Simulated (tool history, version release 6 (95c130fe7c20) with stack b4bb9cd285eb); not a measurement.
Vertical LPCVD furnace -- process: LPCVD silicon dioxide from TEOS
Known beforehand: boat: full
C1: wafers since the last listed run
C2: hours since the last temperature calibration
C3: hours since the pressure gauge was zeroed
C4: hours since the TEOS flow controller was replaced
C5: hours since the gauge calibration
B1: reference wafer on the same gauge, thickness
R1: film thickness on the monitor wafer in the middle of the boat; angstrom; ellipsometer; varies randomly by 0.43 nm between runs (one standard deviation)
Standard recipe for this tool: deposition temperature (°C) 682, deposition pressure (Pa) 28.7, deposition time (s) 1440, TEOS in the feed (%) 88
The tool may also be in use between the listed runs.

{"run": 1, "hour": 0.0, "deposition temperature (°C)": 685, "deposition pressure (Pa)": 28.7, "deposition time (s)": 1440, "TEOS in the feed (%)": 88, "C1": 0, "C2": 3806.4, "C3": 1601.8, "C4": 3949.1, "C5": 407, "B1": 135.03, "R1": 1404.9}
{"run": 2, "hour": 32.2, "deposition temperature (°C)": 688, "deposition pressure (Pa)": 28.7, "deposition time (s)": 1440, "TEOS in the feed (%)": 97, "C1": 625, "C2": 3838.6, "C3": 1634, "C4": 3981.3, "C5": 439.2, "B1": 135.06, "R1": 1581.6}
{"run": 3, "hour": 73.9, "deposition temperature (°C)": 682, "deposition pressure (Pa)": 30, "deposition time (s)": 1440, "TEOS in the feed (%)": 88, "C1": 809, "C2": 3880.3, "C3": 1675.7, "C4": 4023, "C5": 480.9, "B1": 134.99, "R1": 1335.4}
{"run": 4, "hour": 145.1, "deposition temperature (°C)": 682, "deposition pressure (Pa)": 28.7, "deposition time (s)": 1440, "TEOS in the feed (%)": 88, "C1": 1382, "C2": 3951.5, "C3": 1746.9, "C4": 4094.2, "C5": 552.1, "B1": 134.97, "R1": 1307.8}
{"run": 5, "hour": 207.3, "deposition temperature (°C)": 682, "deposition pressure (Pa)": 28.7, "deposition time (s)": 1440, "TEOS in the feed (%)": 88, "C1": 1207, "C2": 4013.7, "C3": 1809.1, "C4": 4156.4, "C5": 614.3, "B1": 135.08, "R1": 1305.5}
{"run": 6, "hour": 269.6, "deposition temperature (°C)": 682, "deposition pressure (Pa)": 28.7, "deposition time (s)": 1440, "TEOS in the feed (%)": 88, "C1": 1209, "C2": 4076, "C3": 1871.4, "C4": 4218.7, "C5": 676.6, "B1": 134.95, "R1": 1303.3}
{"run": 7, "hour": 310.3, "deposition temperature (°C)": 682, "deposition pressure (Pa)": 28.7, "deposition time (s)": 1440, "TEOS in the feed (%)": 88, "C1": 790, "C2": 4116.7, "C3": 1912.1, "C4": 4259.4, "C5": 717.3, "B1": 134.91, "R1": 1308.5}
{"hour": 338.7, "done": "thermocouples replaced and temperature profile calibrated"}
{"run": 8, "hour": 341.8, "deposition temperature (°C)": 682, "deposition pressure (Pa)": 28.7, "deposition time (s)": 1440, "TEOS in the feed (%)": 88, "C1": 145, "C2": 3.1, "C3": 1943.6, "C4": 4290.9, "C5": 748.8, "B1": 135.03, "R1": 1198.6}
{"hour": 392.6, "done": "pressure gauge zeroed"}
{"run": 9, "hour": 393.1, "deposition temperature (°C)": 674, "deposition pressure (Pa)": 28.7, "deposition time (s)": 1440, "TEOS in the feed (%)": 88, "C1": 530, "C2": 54.4, "C3": 0.5, "C4": 4342.2, "C5": 800.1, "B1": 135.15, "R1": 990.5}
{"run": 10, "hour": 422.4, "deposition temperature (°C)": 674, "deposition pressure (Pa)": 28.7, "deposition time (s)": 1440, "TEOS in the feed (%)": 88, "C1": 568, "C2": 83.7, "C3": 29.8, "C4": 4371.5, "C5": 829.4, "B1": 135.02, "R1": 989.9}
{"run": 11, "hour": 458.1, "deposition temperature (°C)": 682, "deposition pressure (Pa)": 28.7, "deposition time (s)": 1440, "TEOS in the feed (%)": 88, "C1": 693, "C2": 119.4, "C3": 65.5, "C4": 4407.2, "C5": 865.1, "B1": 134.97, "R1": 1201.3}
{"hour": 494.2, "done": "gauge calibrated"}
{"run": 12, "hour": 507.3, "deposition temperature (°C)": 677, "deposition pressure (Pa)": 32, "deposition time (s)": 870, "TEOS in the feed (%)": 74, "C1": 955, "C2": 168.6, "C3": 114.7, "C4": 4456.4, "C5": 13.1, "B1": 135.06, "R1": 623.9}
{"run": 13, "hour": 544.1, "deposition temperature (°C)": 677, "deposition pressure (Pa)": 28.7, "deposition time (s)": 1770, "TEOS in the feed (%)": 88, "C1": 714, "C2": 205.4, "C3": 151.5, "C4": 4493.2, "C5": 49.9, "B1": 134.97, "R1": 1309.8}
{"hour": 597.3, "done": "TEOS flow controller replaced"}
{"run": 14, "hour": 597.8, "deposition temperature (°C)": 682, "deposition pressure (Pa)": 28.7, "deposition time (s)": 1440, "TEOS in the feed (%)": 88, "C1": 576, "C2": 259.1, "C3": 205.2, "C4": 0.5, "C5": 103.6, "B1": 134.94, "R1": 1209.8}
{"run": 15, "hour": 646.3, "deposition temperature (°C)": 682, "deposition pressure (Pa)": 28.7, "deposition time (s)": 1440, "TEOS in the feed (%)": 88, "C1": 941, "C2": 307.6, "C3": 253.7, "C4": 49, "C5": 152.1, "B1": 135.05, "R1": 1205.8}
{"run": 16, "hour": 703.0, "deposition temperature (°C)": 686, "deposition pressure (Pa)": 31.3, "deposition time (s)": 1440, "TEOS in the feed (%)": 88, "C1": 1100, "C2": 364.3, "C3": 310.4, "C4": 105.7, "C5": 208.8, "B1": 134.81, "R1": 1390.7}
{"run": 17, "hour": 763.5, "deposition temperature (°C)": 679, "deposition pressure (Pa)": 28.7, "deposition time (s)": 1440, "TEOS in the feed (%)": 88, "C1": 1174, "C2": 424.8, "C3": 370.9, "C4": 166.2, "C5": 269.3, "B1": 134.94, "R1": 1122.4}
{"run": 18, "hour": 791.9, "deposition temperature (°C)": 682, "deposition pressure (Pa)": 28.7, "deposition time (s)": 1440, "TEOS in the feed (%)": 71, "C1": 551, "C2": 453.2, "C3": 399.3, "C4": 194.6, "C5": 297.7, "B1": 134.98, "R1": 1091.1}
{"run": 19, "hour": 828.8, "deposition temperature (°C)": 682, "deposition pressure (Pa)": 28.7, "deposition time (s)": 1440, "TEOS in the feed (%)": 88, "C1": 716, "C2": 490.1, "C3": 436.2, "C4": 231.5, "C5": 334.6, "B1": 135.16, "R1": 1205.7}
{"run": 20, "hour": 897.5, "deposition temperature (°C)": 688, "deposition pressure (Pa)": 28.7, "deposition time (s)": 1680, "TEOS in the feed (%)": 97, "C1": 1333, "C2": 558.8, "C3": 504.9, "C4": 300.2, "C5": 403.3, "B1": 135.07, "R1": 1706.1}

Branching from run 20: 4 alternative next runs. What would each branch give?
{"run": "A", "hour": 902.0, "deposition temperature (°C)": 682, "deposition pressure (Pa)": 28.7, "deposition time (s)": 1710, "TEOS in the feed (%)": 88, "C1": 87, "C2": 563.3, "C3": 509.4, "C4": 304.7, "C5": 407.8, "B1": "?", "R1": "?"}
{"run": "B", "hour": 902.0, "deposition temperature (°C)": 689, "deposition pressure (Pa)": 28.7, "deposition time (s)": 1440, "TEOS in the feed (%)": 97, "C1": 87, "C2": 563.3, "C3": 509.4, "C4": 304.7, "C5": 407.8, "B1": "?", "R1": "?"}
{"run": "C", "hour": 902.0, "deposition temperature (°C)": 672, "deposition pressure (Pa)": 32, "deposition time (s)": 1440, "TEOS in the feed (%)": 97, "C1": 87, "C2": 563.3, "C3": 509.4, "C4": 304.7, "C5": 407.8, "B1": "?", "R1": "?"}
{"run": "D", "hour": 902.0, "deposition temperature (°C)": 682, "deposition pressure (Pa)": 26.7, "deposition time (s)": 1440, "TEOS in the feed (%)": 97, "C1": 87, "C2": 563.3, "C3": 509.4, "C4": 304.7, "C5": 407.8, "B1": "?", "R1": "?"}

run=A B1=134.99 R1=1439
run=B B1=134.99 R1=1504.3
run=C B1=134.99 R1=1053.5
run=D B1=134.99 R1=1227.1
Stripped of hidden state, with their random variation kept, the same runs would have yielded:
run=A R1=1411.7
run=B R1=1476.1
run=C R1=1033
run=D R1=1203.8
